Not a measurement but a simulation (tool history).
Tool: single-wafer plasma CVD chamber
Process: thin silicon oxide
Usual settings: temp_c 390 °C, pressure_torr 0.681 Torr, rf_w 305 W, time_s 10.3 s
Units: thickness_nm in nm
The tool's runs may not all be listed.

run,day,temp_c,pressure_torr,rf_w,time_s,wafers since the last listed run,hours since the last thermocouple change,hours since the last RF generator calibration,hours since the last manometer calibration,hours since the showerhead was replaced,hours since the gauge calibration,"read-back reference wafer on the same gauge, thickness_nm",thickness_nm
1,0,390,0.681,305,10.9,0,2148.2,994.1,2010.7,4074.3,201.9,18.913,15.692
2,0.458,390,0.681,305,9.3,401,2159.2,1005.1,2021.7,4085.3,212.9,18.897,13.353
3,0.908,379,0.681,305,10.7,394,2170,1015.9,2032.5,4096.1,223.7,18.89,15.525
4,1.325,379,0.681,305,10.7,365,2180,1025.9,2042.5,4106.1,233.7,18.889,15.515
5,1.908,379,0.681,305,10.7,511,2194,1039.9,2056.5,4120.1,247.7,18.893,15.509
6,2.238,390,0.681,305,10.3,288,2201.9,1047.8,2064.4,4128,255.6,18.898,14.818
7,4.262,390,0.681,305,10.3,1774,2250.5,1096.4,2113,4176.6,304.2,18.896,14.845
# day 4.446: gauge calibrated
# day 5.042: capacitance manometer re-zeroed and calibrated
# day 5.058: showerhead replaced
# day 5.208: RF generator calibrated
8,5.75,390,0.578,305,10.3,867,2286.2,13,17,16.6,31.3,18.901,13.554
9,6.175,390,0.681,305,10.3,372,2296.4,23.2,27.2,26.8,41.5,18.89,16.006
10,6.488,390,0.681,305,10.3,273,2303.9,30.7,34.7,34.3,49,18.895,15.97
11,7.204,394,0.811,330,9.5,628,2321.1,47.9,51.9,51.5,66.2,18.898,17.843
12,7.804,390,0.681,305,10.9,525,2335.5,62.3,66.3,65.9,80.6,18.915,16.852

The next listed run, before its measurement:
13,8.112,390,0.544,305,10.3,270,2342.9,69.7,73.7,73.3,88,?,?

Run 13 gave read-back reference wafer on the same gauge, thickness_nm 18.904, thickness_nm 12.641 nm.
Without the tool's hidden state the same run would have given thickness_nm 12.758 nm.
